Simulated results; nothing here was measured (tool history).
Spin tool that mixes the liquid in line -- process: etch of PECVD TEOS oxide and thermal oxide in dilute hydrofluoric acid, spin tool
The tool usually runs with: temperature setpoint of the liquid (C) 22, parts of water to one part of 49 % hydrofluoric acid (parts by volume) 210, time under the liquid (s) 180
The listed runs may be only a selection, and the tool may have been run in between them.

| run | hour | temperature setpoint of the liquid (C) | parts of water to one part of 49 % hydrofluoric acid (parts by volume) | time under the liquid (s) | wafers since the last listed run | hours since the thermometer was replaced | hours since the hydrofluoric acid flow meter was replaced | hours since the gauge calibration | read-back film thickness of the PECVD TEOS oxide reference wafer, read on the same gauge (nm) | read-back film thickness of the thermal oxide reference wafer, read on the same gauge (nm) | thickness taken off the PECVD TEOS oxide on a monitor wafer (nm) | thickness taken off the thermal oxide on a monitor wafer (nm) |
|---|---|---|---|---|---|---|---|---|---|---|---|---|
| 1 | 0 | 22 | 210 | 180 | 0 | 1930.1 | 532.1 | 123.1 | 40.04 | 119.998 | 19.58 | 3.399 |
| 2 | 27.8 | 22 | 210 | 180 | 261 | 1957.9 | 559.9 | 150.9 | 40.01 | 120.01 | 19.58 | 3.384 |
| 3 | 43.2 | 24 | 210 | 255 | 145 | 1973.3 | 575.3 | 166.3 | 39.99 | 119.991 | 29.65 | 5.185 |
| 4 | 76.5 | 24 | 210 | 255 | 313 | 2006.6 | 608.6 | 199.6 | 40.01 | 120.01 | 29.96 | 5.173 |
| 5 | 103.7 | 22 | 210 | 180 | 256 | 2033.8 | 635.8 | 226.8 | 40.04 | 120.005 | 19.49 | 3.41 |
| 6 | 134.1 | 22 | 210 | 180 | 286 | 2064.2 | 666.2 | 257.2 | 40.01 | 120.015 | 19.61 | 3.377 |
| 7 | 167.9 | 22 | 210 | 180 | 318 | 2098 | 700 | 291 | 39.98 | 119.992 | 19.53 | 3.405 |
|  | 182.9 | hydrofluoric acid flow meter replaced |
| 8 | 202.9 | 22 | 210 | 180 | 320 | 2133 | 20 | 326 | 39.97 | 120.001 | 19.48 | 3.416 |
| 9 | 231.2 | 22 | 210 | 180 | 266 | 2161.3 | 48.3 | 354.3 | 40.04 | 120.005 | 19.65 | 3.377 |
| 10 | 243.4 | 22 | 210 | 110 | 114 | 2173.5 | 60.5 | 366.5 | 39.98 | 119.958 | 11.93 | 2.128 |
| 11 | 269.3 | 22 | 210 | 110 | 243 | 2199.4 | 86.4 | 392.4 | 40 | 120.021 | 11.94 | 2.065 |
| 12 | 301.9 | 22 | 210 | 180 | 307 | 2232 | 119 | 425 | 39.99 | 119.991 | 19.73 | 3.413 |
| 13 | 327.7 | 24.5 | 125 | 180 | 243 | 2257.8 | 144.8 | 450.8 | 40.01 | 120.001 | 39.69 | 6.884 |
| 14 | 345.8 | 26 | 125 | 80 | 170 | 2275.9 | 162.9 | 468.9 | 39.98 | 119.985 | 18.55 | 3.186 |
| 15 | 358.5 | 24 | 210 | 180 | 119 | 2288.6 | 175.6 | 481.6 | 39.98 | 120.027 | 21.35 | 3.658 |
| 16 | 371.3 | 19 | 210 | 130 | 120 | 2301.4 | 188.4 | 494.4 | 39.98 | 120.015 | 12.44 | 2.212 |
| 17 | 389.1 | 25 | 295 | 180 | 167 | 2319.2 | 206.2 | 512.2 | 40 | 120.026 | 14.45 | 2.415 |
|  | 395.9 | gauge calibrated |
|  | 400.8 | thermometer replaced |
| 18 | 405.8 | 24 | 210 | 210 | 147 | 5 | 222.9 | 9.9 | 40.02 | 120.015 | 24.24 | 4.194 |
| 19 | 429.4 | 22 | 210 | 180 | 222 | 28.6 | 246.5 | 33.5 | 40.02 | 119.981 | 19.47 | 3.395 |
| 20 | 451.4 | 25.5 | 210 | 70 | 207 | 50.6 | 268.5 | 55.5 | 39.95 | 119.984 | 8.6 | 1.496 |
| 21 | 484.3 | 22 | 140 | 90 | 309 | 83.5 | 301.4 | 88.4 | 39.99 | 120.026 | 15.88 | 2.688 |
| 22 | 512.3 | 24 | 295 | 245 | 263 | 111.5 | 329.4 | 116.4 | 40.03 | 119.957 | 18.87 | 3.22 |
| 23 | 525.9 | 22 | 300 | 180 | 128 | 125.1 | 343 | 130 | 40 | 120.003 | 12.47 | 2.149 |
| 24 | 559.9 | 22 | 210 | 180 | 320 | 159.1 | 377 | 164 | 40.04 | 120.031 | 19.4 | 3.377 |

For run 25, what comes out?
| 25 | 589.7 | 22 | 210 | 255 | 280 | 188.9 | 406.8 | 193.8 | ? | ? | ? | ? |

Run 25 measured read-back film thickness of the PECVD TEOS oxide reference wafer, read on the same gauge (nm) 39.99, read-back film thickness of the thermal oxide reference wafer, read on the same gauge (nm) 120.021, thickness taken off the PECVD TEOS oxide on a monitor wafer (nm) 27.76, thickness taken off the thermal oxide on a monitor wafer (nm) 4.852.
Take away the tool's hidden state, keep the run-to-run variation as it was, and the same run would have given thickness taken off the PECVD TEOS oxide on a monitor wafer (nm) 27.76, thickness taken off the thermal oxide on a monitor wafer (nm) 4.852.
